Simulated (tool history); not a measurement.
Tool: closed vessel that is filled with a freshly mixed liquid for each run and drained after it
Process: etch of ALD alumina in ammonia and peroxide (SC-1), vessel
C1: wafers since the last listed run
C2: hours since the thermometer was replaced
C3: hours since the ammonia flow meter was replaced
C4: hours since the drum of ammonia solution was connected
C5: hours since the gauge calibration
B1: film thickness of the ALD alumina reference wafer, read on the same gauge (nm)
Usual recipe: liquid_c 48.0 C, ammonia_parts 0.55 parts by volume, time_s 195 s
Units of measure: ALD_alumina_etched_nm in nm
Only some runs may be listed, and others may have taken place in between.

run 1 day=0.000 | liquid_c=43.0 ammonia_parts=0.55 time_s=195 | C1=0 C2=440.4 C3=1488.2 C4=432.1 C5=106.5 | B1=150.01 | ALD_alumina_etched_nm=5.03
run 2 day=0.933 | liquid_c=48.0 ammonia_parts=0.55 time_s=195 | C1=1517 C2=462.8 C3=1510.6 C4=454.5 C5=128.9 | B1=150.00 | ALD_alumina_etched_nm=6.63
run 3 day=2.412 | liquid_c=48.0 ammonia_parts=0.55 time_s=160 | C1=2404 C2=498.3 C3=1546.1 C4=490.0 C5=164.4 | B1=149.97 | ALD_alumina_etched_nm=5.43
run 4 day=3.000 | liquid_c=48.0 ammonia_parts=0.55 time_s=160 | C1=955 C2=512.4 C3=1560.2 C4=504.1 C5=178.5 | B1=149.98 | ALD_alumina_etched_nm=5.40
run 5 day=3.650 | liquid_c=48.0 ammonia_parts=0.55 time_s=160 | C1=1056 C2=528.0 C3=1575.8 C4=519.7 C5=194.1 | B1=150.01 | ALD_alumina_etched_nm=5.43
run 6 day=4.342 | liquid_c=48.0 ammonia_parts=0.35 time_s=195 | C1=1124 C2=544.6 C3=1592.4 C4=536.3 C5=210.7 | B1=150.00 | ALD_alumina_etched_nm=6.34
run 7 day=5.712 | liquid_c=55.5 ammonia_parts=0.55 time_s=195 | C1=2228 C2=577.5 C3=1625.3 C4=569.2 C5=243.6 | B1=150.00 | ALD_alumina_etched_nm=9.98
run 8 day=6.308 | liquid_c=55.5 ammonia_parts=0.55 time_s=195 | C1=968 C2=591.8 C3=1639.6 C4=583.5 C5=257.9 | B1=149.94 | ALD_alumina_etched_nm=9.95
run 9 day=7.196 | liquid_c=48.0 ammonia_parts=0.55 time_s=250 | C1=1442 C2=613.1 C3=1660.9 C4=604.8 C5=279.2 | B1=150.03 | ALD_alumina_etched_nm=8.48
run 10 day=8.567 | liquid_c=48.0 ammonia_parts=0.55 time_s=250 | C1=2228 C2=646.0 C3=1693.8 C4=637.7 C5=312.1 | B1=150.01 | ALD_alumina_etched_nm=8.53
run 11 day=9.733 | liquid_c=48.0 ammonia_parts=0.75 time_s=195 | C1=1896 C2=674.0 C3=1721.8 C4=665.7 C5=340.1 | B1=150.01 | ALD_alumina_etched_nm=6.90
run 12 day=10.362 | liquid_c=48.0 ammonia_parts=0.75 time_s=195 | C1=1022 C2=689.1 C3=1736.9 C4=680.8 C5=355.2 | B1=150.01 | ALD_alumina_etched_nm=6.89
run 13 day=11.508 | liquid_c=48.0 ammonia_parts=0.75 time_s=195 | C1=1862 C2=716.6 C3=1764.4 C4=708.3 C5=382.7 | B1=149.99 | ALD_alumina_etched_nm=6.79
run 14 day=12.604 | liquid_c=48.0 ammonia_parts=0.55 time_s=250 | C1=1781 C2=742.9 C3=1790.7 C4=734.6 C5=409.0 | B1=150.03 | ALD_alumina_etched_nm=8.55
run 15 day=13.425 | liquid_c=48.0 ammonia_parts=0.55 time_s=160 | C1=1334 C2=762.6 C3=1810.4 C4=754.3 C5=428.7 | B1=149.99 | ALD_alumina_etched_nm=5.45
-- day=14.675 new drum of ammonia solution connected
run 16 day=14.729 | liquid_c=48.0 ammonia_parts=0.45 time_s=235 | C1=2052 C2=793.9 C3=1841.7 C4=1.3 C5=460.0 | B1=150.01 | ALD_alumina_etched_nm=7.93
-- day=15.058 gauge calibrated
run 17 day=15.758 | liquid_c=48.0 ammonia_parts=0.45 time_s=195 | C1=1673 C2=818.6 C3=1866.4 C4=26.0 C5=16.8 | B1=150.04 | ALD_alumina_etched_nm=6.55
run 18 day=17.017 | liquid_c=45.5 ammonia_parts=0.55 time_s=105 | C1=2045 C2=848.8 C3=1896.6 C4=56.2 C5=47.0 | B1=149.98 | ALD_alumina_etched_nm=3.13
run 19 day=18.208 | liquid_c=38.5 ammonia_parts=0.65 time_s=105 | C1=1937 C2=877.4 C3=1925.2 C4=84.8 C5=75.6 | B1=150.00 | ALD_alumina_etched_nm=2.11
-- day=18.708 thermometer replaced
run 20 day=19.408 | liquid_c=48.0 ammonia_parts=0.35 time_s=110 | C1=1883 C2=16.8 C3=1954.0 C4=113.6 C5=104.4 | B1=150.04 | ALD_alumina_etched_nm=3.71
run 21 day=20.304 | liquid_c=53.0 ammonia_parts=0.65 time_s=260 | C1=1456 C2=38.3 C3=1975.5 C4=135.1 C5=125.9 | B1=150.05 | ALD_alumina_etched_nm=12.16
run 22 day=20.833 | liquid_c=48.0 ammonia_parts=0.55 time_s=195 | C1=860 C2=51.0 C3=1988.2 C4=147.8 C5=138.6 | B1=150.03 | ALD_alumina_etched_nm=6.81
-- day=21.721 ammonia flow meter replaced
run 23 day=22.071 | liquid_c=45.5 ammonia_parts=0.80 time_s=225 | C1=1944 C2=80.7 C3=8.4 C4=177.5 C5=168.3 | B1=149.96 | ALD_alumina_etched_nm=7.17
run 24 day=22.579 | liquid_c=48.0 ammonia_parts=0.55 time_s=195 | C1=826 C2=92.9 C3=20.6 C4=189.7 C5=180.5 | B1=150.00 | ALD_alumina_etched_nm=6.84
run 25 day=24.638 | liquid_c=53.0 ammonia_parts=0.45 time_s=230 | C1=3346 C2=142.3 C3=70.0 C4=239.1 C5=229.9 | B1=150.00 | ALD_alumina_etched_nm=10.51
run 26 day=25.817 | liquid_c=40.0 ammonia_parts=0.55 time_s=195 | C1=1917 C2=170.6 C3=98.3 C4=267.4 C5=258.2 | B1=149.99 | ALD_alumina_etched_nm=4.34
-- day=26.171 thermometer replaced, repeated, since the last time left the tool worse
run 27 day=26.562 | liquid_c=48.0 ammonia_parts=0.30 time_s=110 | C1=1144 C2=9.4 C3=116.2 C4=285.3 C5=276.1 | B1=150.01 | ALD_alumina_etched_nm=3.47
run 28 day=27.350 | liquid_c=48.0 ammonia_parts=0.55 time_s=195 | C1=1280 C2=28.3 C3=135.1 C4=304.2 C5=295.0 | B1=149.98 | ALD_alumina_etched_nm=6.47
run 29 day=28.804 | liquid_c=48.0 ammonia_parts=0.55 time_s=195 | C1=2364 C2=63.2 C3=170.0 C4=339.1 C5=329.9 | B1=149.97 | ALD_alumina_etched_nm=6.56

Alternative continuations, all from the tool just after run 29; predict every row:
run A day=28.833 | liquid_c=48.0 ammonia_parts=0.55 time_s=195 | C1=47 C2=63.9 C3=170.7 C4=339.8 C5=330.6 | B1=? | ALD_alumina_etched_nm=?
run B day=28.833 | liquid_c=38.0 ammonia_parts=0.55 time_s=245 | C1=47 C2=63.9 C3=170.7 C4=339.8 C5=330.6 | B1=? | ALD_alumina_etched_nm=?
run C day=28.833 | liquid_c=55.0 ammonia_parts=0.75 time_s=195 | C1=47 C2=63.9 C3=170.7 C4=339.8 C5=330.6 | B1=? | ALD_alumina_etched_nm=?
run D day=28.833 | liquid_c=48.0 ammonia_parts=0.30 time_s=195 | C1=47 C2=63.9 C3=170.7 C4=339.8 C5=330.6 | B1=? | ALD_alumina_etched_nm=?

run=A B1=150.06 ALD_alumina_etched_nm=6.58
run=B B1=150.06 ALD_alumina_etched_nm=4.64
run=C B1=150.06 ALD_alumina_etched_nm=9.91
run=D B1=150.06 ALD_alumina_etched_nm=6.21
Without the tool's hidden state the same runs would have given:
run=A ALD_alumina_etched_nm=6.55
run=B ALD_alumina_etched_nm=4.62
run=C ALD_alumina_etched_nm=9.87
run=D ALD_alumina_etched_nm=6.18
